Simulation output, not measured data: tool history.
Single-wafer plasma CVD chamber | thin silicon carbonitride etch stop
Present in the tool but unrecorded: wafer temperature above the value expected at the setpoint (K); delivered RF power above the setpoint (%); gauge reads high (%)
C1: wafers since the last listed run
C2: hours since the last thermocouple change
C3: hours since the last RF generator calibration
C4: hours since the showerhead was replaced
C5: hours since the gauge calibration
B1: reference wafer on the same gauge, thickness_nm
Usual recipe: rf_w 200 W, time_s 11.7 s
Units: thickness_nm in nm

Run 1, day 0.000: usual settings; C1 0; C2 1480.4; C3 1426.8; C4 6005.5; C5 398.1; B1 5.339. Result: thickness_nm 6.612 nm.
Run 2, day 2.679: usual settings; C1 1016; C2 1544.7; C3 1491.1; C4 6069.8; C5 462.4; B1 5.343. Result: thickness_nm 6.609 nm.
Run 3, day 3.992: usual settings; C1 498; C2 1576.2; C3 1522.6; C4 6101.3; C5 493.9; B1 5.336. Result: thickness_nm 6.606 nm.
Run 4, day 5.471: usual settings; C1 561; C2 1611.7; C3 1558.1; C4 6136.8; C5 529.4; B1 5.337. Result: thickness_nm 6.593 nm.
Run 5, day 7.475: usual settings; C1 760; C2 1659.8; C3 1606.2; C4 6184.9; C5 577.5; B1 5.343. Result: thickness_nm 6.581 nm.
Run 6, day 8.608: usual settings; C1 430; C2 1687.0; C3 1633.4; C4 6212.1; C5 604.7; B1 5.339. Result: thickness_nm 6.582 nm.
Run 7, day 10.583: usual settings but rf_w 185 W; C1 749; C2 1734.4; C3 1680.8; C4 6259.5; C5 652.1; B1 5.340. Result: thickness_nm 6.471 nm.
Run 8, day 12.367: usual settings but rf_w 185 W; C1 676; C2 1777.2; C3 1723.6; C4 6302.3; C5 694.9; B1 5.339. Result: thickness_nm 6.442 nm.
Run 9, day 14.871: usual settings but rf_w 185 W; C1 950; C2 1837.3; C3 1783.7; C4 6362.4; C5 755.0; B1 5.346. Result: thickness_nm 6.429 nm.
Run 10, day 16.200: usual settings; C1 504; C2 1869.2; C3 1815.6; C4 6394.3; C5 786.9; B1 5.343. Result: thickness_nm 6.585 nm.
Run 11, day 18.667: usual settings; C1 936; C2 1928.4; C3 1874.8; C4 6453.5; C5 846.1; B1 5.338. Result: thickness_nm 6.569 nm.
Run 12, day 19.954: usual settings; C1 488; C2 1959.3; C3 1905.7; C4 6484.4; C5 877.0; B1 5.340. Result: thickness_nm 6.565 nm.
Run 13, day 21.088: usual settings; C1 430; C2 1986.5; C3 1932.9; C4 6511.6; C5 904.2; B1 5.338. Result: thickness_nm 6.573 nm.
Run 14, day 23.067: usual settings; C1 751; C2 2034.0; C3 1980.4; C4 6559.1; C5 951.7; B1 5.344. Result: thickness_nm 6.577 nm.
At day 29.996: RF generator calibrated.
Run 15, day 31.238: usual settings but rf_w 220 W, time_s 13.4 s; C1 2974; C2 2230.1; C3 29.8; C4 6755.2; C5 1147.8; B1 5.338. Result: thickness_nm 7.836 nm.
Run 16, day 32.825: usual settings but rf_w 215 W, time_s 14.0 s; C1 602; C2 2268.2; C3 67.9; C4 6793.3; C5 1185.9; B1 5.336. Result: thickness_nm 8.134 nm.
At day 34.650: gauge calibrated.
Run 17, day 34.712: usual settings but rf_w 160 W, time_s 13.9 s; C1 716; C2 2313.5; C3 113.2; C4 6838.6; C5 1.5; B1 5.345. Result: thickness_nm 7.451 nm.
Run 18, day 36.862: usual settings but rf_w 185 W; C1 815; C2 2365.1; C3 164.8; C4 6890.2; C5 53.1; B1 5.340. Result: thickness_nm 6.526 nm.
Run 19, day 40.246: usual settings but rf_w 175 W, time_s 9.7 s; C1 1283; C2 2446.3; C3 246.0; C4 6971.4; C5 134.3; B1 5.343. Result: thickness_nm 5.311 nm.
Run 20, day 41.958: usual settings but rf_w 220 W, time_s 13.4 s; C1 649; C2 2487.4; C3 287.1; C4 7012.5; C5 175.4; B1 5.337. Result: thickness_nm 7.836 nm.
Run 21, day 49.742: usual settings but rf_w 225 W, time_s 10.9 s; C1 2953; C2 2674.2; C3 473.9; C4 7199.3; C5 362.2; B1 5.341. Result: thickness_nm 6.411 nm.
At day 51.096: thermocouple changed; heater temperature recalibrated.
Run 22, day 52.125: usual settings; C1 777; C2 24.7; C3 531.1; C4 7256.5; C5 419.4; B1 5.339. Result: thickness_nm 6.641 nm.
Run 23, day 53.267: usual settings; C1 433; C2 52.1; C3 558.5; C4 7283.9; C5 446.8; B1 5.339. Result: thickness_nm 6.671 nm.
At day 54.892: showerhead replaced.
Run 24, day 55.004: usual settings but rf_w 220 W, time_s 10.0 s; C1 532; C2 93.8; C3 600.2; C4 2.7; C5 488.5; B1 5.340. Result: thickness_nm 5.853 nm.
Run 25, day 56.238: usual settings; C1 468; C2 123.4; C3 629.8; C4 32.3; C5 518.1; B1 5.341. Result: thickness_nm 6.666 nm.
Run 26, day 62.675: usual settings but rf_w 185 W, time_s 9.6 s; C1 2442; C2 277.9; C3 784.3; C4 186.8; C5 672.6; B1 5.339. Result: thickness_nm 5.333 nm.
Run 27, day 64.779: usual settings but rf_w 225 W; C1 798; C2 328.4; C3 834.8; C4 237.3; C5 723.1; B1 5.339. Result: thickness_nm 6.876 nm.
Run 28, day 67.017: usual settings but time_s 12.8 s; C1 849; C2 382.1; C3 888.5; C4 291.0; C5 776.8; B1 5.339. Result: thickness_nm 7.295 nm.
Run 29, day 68.046: usual settings but rf_w 225 W, time_s 9.6 s; C1 390; C2 406.8; C3 913.2; C4 315.7; C5 801.5; B1 5.340. Result: thickness_nm 5.631 nm.
Run 30, day 69.079: usual settings but time_s 14.0 s; C1 392; C2 431.6; C3 938.0; C4 340.5; C5 826.3; B1 5.337. Result: thickness_nm 7.947 nm.

Predict each of these 4 candidate next runs independently; none follows another, all start after run 30:
Run A, day 69.096: usual settings; C1 6; C2 432.0; C3 938.4; C4 340.9; C5 826.7; B1 ?. Result: thickness_nm ?.
Run B, day 69.096: usual settings but rf_w 235 W, time_s 12.4 s; C1 6; C2 432.0; C3 938.4; C4 340.9; C5 826.7; B1 ?. Result: thickness_nm ?.
Run C, day 69.096: usual settings but rf_w 220 W, time_s 13.2 s; C1 6; C2 432.0; C3 938.4; C4 340.9; C5 826.7; B1 ?. Result: thickness_nm ?.
Run D, day 69.096: usual settings but rf_w 175 W, time_s 10.2 s; C1 6; C2 432.0; C3 938.4; C4 340.9; C5 826.7; B1 ?. Result: thickness_nm ?.

run     B1  thickness_nm
  A  5.339         6.640
  B  5.339         7.367
  C  5.339         7.697
  D  5.339         5.574
Without the tool's unlogged condition, the same runs would have read:
run  thickness_nm
  A         6.661
  B         7.391
  C         7.721
  D         5.592
